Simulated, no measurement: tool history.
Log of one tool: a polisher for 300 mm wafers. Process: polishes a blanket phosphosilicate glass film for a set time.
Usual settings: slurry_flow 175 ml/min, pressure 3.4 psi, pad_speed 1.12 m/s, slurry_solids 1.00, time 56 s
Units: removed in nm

run	hour	slurry_flow	pressure	pad_speed	slurry_solids	time	incoming thickness of the incoming film, nm	removed
1	0.0	175	3.4	1.12	1.00	56	2111.2	491.6
# hour 9.1: conditioning disc replaced and pad reconditioned
2	9.5	175	3.4	1.12	1.00	56	2105.6	540.8
# hour 13.5: slurry nozzle cleaned
3	25.4	200	3.4	1.12	1.00	56	2149.9	554.8
# hour 37.9: head pressure recalibrated
4	42.6	175	3.4	1.04	1.00	56	2128.0	499.7
5	53.2	175	3.4	1.04	1.00	56	2109.8	505.7
6	60.4	175	3.4	1.12	1.30	56	2129.2	612.1
7	70.5	190	2.8	0.82	1.00	38	2124.9	260.8
# hour 84.2: slurry blender recalibrated
8	84.7	220	3.0	1.12	1.25	62	2088.1	605.3
9	91.1	175	3.4	1.12	1.00	56	2162.1	532.6
# hour 104.2: worn pad replaced by a new one
10	105.7	175	2.2	1.24	1.00	56	2156.3	447.6
11	121.0	190	3.4	1.12	1.00	56	2115.2	528.2
12	138.0	175	3.4	1.12	1.00	56	2141.8	510.5
13	149.5	120	3.4	1.12	1.00	56	2117.3	484.7
14	157.1	175	3.4	1.12	1.00	56	2127.3	495.2
15	166.6	175	2.4	1.12	1.00	56	2135.9	421.3
16	173.0	175	3.4	1.12	1.00	56	2096.3	500.7
17	187.2	175	3.4	1.04	1.00	56	2131.4	483.5
18	202.6	175	3.0	0.76	1.00	43	2151.4	258.5
# hour 215.1: worn pad replaced by a new one
19	215.6	175	4.1	1.12	1.00	56	2136.3	541.6
# hour 222.9: conditioning disc replaced and pad reconditioned
# hour 227.1: slurry blender recalibrated
20	230.5	175	3.4	1.12	1.00	39	2166.7	389.9
# hour 238.8: slurry nozzle cleaned
21	277.5	175	3.4	1.12	1.20	37	2094.9	386.6
22	290.3	175	3.4	1.12	0.75	41	2098.5	329.5
23	297.9	120	2.5	1.12	1.00	50	2103.3	377.5
24	311.1	175	3.4	1.12	1.20	37	2120.1	381.1
# hour 318.4: worn pad replaced by a new one
25	326.6	175	3.4	1.12	1.00	56	2107.3	532.0

The same runs without the tool's hidden state, with the same run-to-run variation:
The hidden state here: removal rate lost through wear of the pad, %; slurry flow missing at the pad, %; deviation of the head's pressure from its setpoint, %; abrasive missing from the slurry, %; time polished since the conditioner stopped cutting, s.
run	removed
1	549.6
2	547.3
3	566.7
4	514.4
5	523.5
6	637.8
7	269.3
8	636.9
9	564.2
10	474.4
11	568.5
12	554.2
13	529.2
14	542.8
15	457.2
16	553.1
17	534.4
18	279.4
19	618.0
20	391.9
21	399.4
22	342.8
23	391.9
24	401.0
25	564.6

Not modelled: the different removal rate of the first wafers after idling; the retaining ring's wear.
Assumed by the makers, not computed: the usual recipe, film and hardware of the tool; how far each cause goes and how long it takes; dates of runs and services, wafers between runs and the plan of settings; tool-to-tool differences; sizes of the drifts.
